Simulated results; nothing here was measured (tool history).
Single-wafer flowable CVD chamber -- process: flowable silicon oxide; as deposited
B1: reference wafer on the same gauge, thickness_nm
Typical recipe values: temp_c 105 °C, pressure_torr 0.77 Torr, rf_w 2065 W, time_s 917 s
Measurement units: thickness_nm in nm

Run 1, hour 0: usual settings but time_s 1013 s; B1 483.072. Result: thickness_nm 518.546 nm.
Run 2, hour 27.3: usual settings but time_s 1013 s; B1 482.098. Result: thickness_nm 519.399 nm.
Run 3, hour 59.6: usual settings; B1 481.656. Result: thickness_nm 470.121 nm.
Run 4, hour 77: usual settings; B1 482.013. Result: thickness_nm 468.378 nm.
Run 5, hour 99.8: usual settings; B1 482.012. Result: thickness_nm 470.095 nm.
Run 6, hour 127: usual settings but time_s 1038 s; B1 482.49. Result: thickness_nm 529.048 nm.
At hour 164.5: showerhead replaced.
Run 7, hour 213.9: usual settings but time_s 1038 s; B1 481.799. Result: thickness_nm 531.737 nm.
At hour 232.1: gauge calibrated.
Run 8, hour 247.4: usual settings but rf_w 2290 W; B1 482.704. Result: thickness_nm 475.468 nm.
Run 9, hour 270.2: usual settings but pressure_torr 0.634 Torr; B1 481.792. Result: thickness_nm 388.074 nm.
Run 10, hour 284.7: usual settings; B1 482.222. Result: thickness_nm 469.472 nm.
Run 11, hour 310.7: usual settings; B1 482.065. Result: thickness_nm 468.374 nm.
Run 12, hour 340: usual settings but temp_c 112 °C; B1 481.836. Result: thickness_nm 362.828 nm.
Run 13, hour 374.8: usual settings but pressure_torr 0.927 Torr, rf_w 1775 W; B1 481.566. Result: thickness_nm 555.823 nm.
Run 14, hour 394.4: usual settings; B1 481.107. Result: thickness_nm 468.878 nm.
At hour 415.3: capacitance manometer re-zeroed and calibrated.
Run 15, hour 415.8: usual settings but rf_w 2315 W; B1 482.584. Result: thickness_nm 476.084 nm.
Run 16, hour 425.4: usual settings but pressure_torr 0.632 Torr, time_s 1086 s; B1 481.921. Result: thickness_nm 458.081 nm.
Run 17, hour 455.8: usual settings; B1 482.436. Result: thickness_nm 467.8 nm.
At hour 474.5: RF generator calibrated.
Run 18, hour 485.5: usual settings but pressure_torr 0.625 Torr; B1 482.481. Result: thickness_nm 381.778 nm.
Run 19, hour 511.1: usual settings but temp_c 91 °C; B1 481.262. Result: thickness_nm 793.476 nm.
At hour 536: thermocouple changed; heater temperature recalibrated.
Run 20, hour 617.1: usual settings but rf_w 1915 W, time_s 972 s; B1 481.992. Result: thickness_nm 495.463 nm.
Run 21, hour 641.3: usual settings but temp_c 95 °C, time_s 1039 s; B1 481.269. Result: thickness_nm 774.35 nm.
Run 22, hour 658.1: usual settings but temp_c 90 °C, pressure_torr 0.86 Torr, rf_w 2430 W, time_s 742 s; B1 481.933. Result: thickness_nm 754.224 nm.
Run 23, hour 692.5: usual settings; B1 482.909. Result: thickness_nm 468.638 nm.
Run 24, hour 726: usual settings but pressure_torr 0.961 Torr; B1 483.069. Result: thickness_nm 584.58 nm.

Run 25, settings as shown, results not yet in. Your forecast:
Run 25, hour 746.5: usual settings but temp_c 94 °C, pressure_torr 0.621 Torr, rf_w 1655 W, time_s 782 s; B1 ?. Result: thickness_nm ?.

Run 25 yielded B1 481.682, thickness_nm 476.102 nm.
If the tool had no hidden condition, the same run with the same run-to-run variation would have returned thickness_nm 476.102 nm.
